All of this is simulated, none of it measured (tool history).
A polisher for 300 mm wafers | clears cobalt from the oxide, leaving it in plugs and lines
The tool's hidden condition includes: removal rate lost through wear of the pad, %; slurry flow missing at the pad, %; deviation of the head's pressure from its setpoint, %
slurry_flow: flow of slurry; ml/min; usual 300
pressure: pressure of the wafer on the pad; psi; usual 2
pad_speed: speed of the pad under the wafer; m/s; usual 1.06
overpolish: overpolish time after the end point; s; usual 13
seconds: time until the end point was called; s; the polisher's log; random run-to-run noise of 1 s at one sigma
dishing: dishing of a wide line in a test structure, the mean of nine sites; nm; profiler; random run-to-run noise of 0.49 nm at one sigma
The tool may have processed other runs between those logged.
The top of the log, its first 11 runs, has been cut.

run     day  slurry_flow  pressure  pad_speed  overpolish  wafers since the last listed run  wafers polished on this pad  hours since the slurry nozzle was cleaned  hours since the head pressure was calibrated  incoming thickness of the incoming film, nm  seconds  dishing
 12   5.738          300         2       1.06          13                                75                          401                                      832.4                                           758                                        369.6     87.7     35.9
 13   6.079          300         2       1.06          13                                55                          456                                      840.6                                         766.2                                        367.6     84.9     35.8
 14   7.246          300         2       0.74          16                               189                          646                                      868.6                                         794.2                                        373.3    112.9       36
 15   7.858          300         2       1.06          18                                99                          745                                      883.3                                         808.9                                        369.6       88     42.4
 16   8.417          275       2.3       0.82           6                                90                          836                                      896.7                                         822.3                                        374.6     98.7     18.7
 17   8.771          380         2       0.92           7                                57                          893                                      905.2                                         830.8                                        367.9       95     21.6
 18   9.325          345         2       0.78          13                                89                          983                                      918.5                                         844.1                                        366.4    108.8     32.4
      9.779  -- head pressure recalibrated
      9.917  -- worn pad replaced by a new one
 19   9.938          300         2       1.36           7                                63                            3                                      933.2                                           3.8                                        370.6     71.9     27.4
 20  10.012          245       1.7       1.38          19                                12                           15                                        935                                           5.6                                        375.1     78.8     46.1
 21  10.308          360       1.3       0.94          18                                47                           63                                      942.1                                          12.7                                        364.1    111.7     38.8
     10.425  -- slurry nozzle cleaned
 22  10.942          300         2       1.06          13                                95                          159                                       12.4                                          27.9                                        363.2     83.9     35.8
 23  11.371          210         2       0.86          15                                69                          229                                       22.7                                          38.2                                        364.2     96.6     36.5
 24  11.796          300       1.5       1.06          13                                68                          298                                       32.9                                          48.4                                        372.1       99     32.7
 25  12.208          390       1.4       1.06          10                                66                          365                                       42.8                                          58.3                                        371.9    101.2     27.2
 26  12.796          300         2       1.06          13                                95                          460                                       56.9                                          72.4                                        369.2     86.7     36.9
 27  13.167          300       1.8       1.24          16                                60                          520                                       65.8                                          81.3                                        375.1     83.1     41.8
 28  13.604          300         2       1.06          13                                70                          591                                       76.3                                          91.8                                        370.1     86.2     35.7
 29  14.012          300         2       1.06          13                                66                          657                                       86.1                                         101.6                                        373.9     87.1     35.8
 30  14.621          400       2.2       0.84          16                                98                          756                                      100.7                                         116.2                                        362.4     95.3     38.7
 31  15.458          300         2       1.06          13                               135                          892                                      120.8                                         136.3                                        373.3     88.7     35.8
 32  16.088          210       1.6       0.88          18                               102                          994                                      135.9                                         151.4                                          366    115.6     36.7
 33  16.612          300         2       1.06          13                                85                         1079                                      148.5                                           164                                        373.3     90.7     34.9
     17.229  -- worn pad replaced by a new one
 34   17.25          300         2       1.06          13                                76                            3                                      163.8                                         179.3                                        371.8     85.8       36

Alternative continuations, all from the tool just after run 34; predict every row:
  A  17.267          300         2       1.06          13                                 2                            6                                      164.2                                         179.7                                        366.3        ?        ?
  B  17.267          260       2.6       1.18           5                                 2                            6                                      164.2                                         179.7                                        366.3        ?        ?
  C  17.267          210       2.2       1.06          13                                 2                            6                                      164.2                                         179.7                                        366.3        ?        ?
  D  17.267          200       2.7       1.38          19                                 2                            6                                      164.2                                         179.7                                        366.3        ?        ?
  E  17.267          300       1.3       0.78          13                                 2                            6                                      164.2                                         179.7                                        366.3        ?        ?

run  seconds  dishing
  A     82.7     36.5
  B     66.7       22
  C     80.2     37.1
  D     59.1     49.9
  E    124.5     28.1
Had the tool no hidden state, the same runs would have come out as:
run  seconds  dishing
  A     82.2     36.6
  B     66.2     22.1
  C     79.7     37.3
  D     58.7       50
  E    123.6     28.3
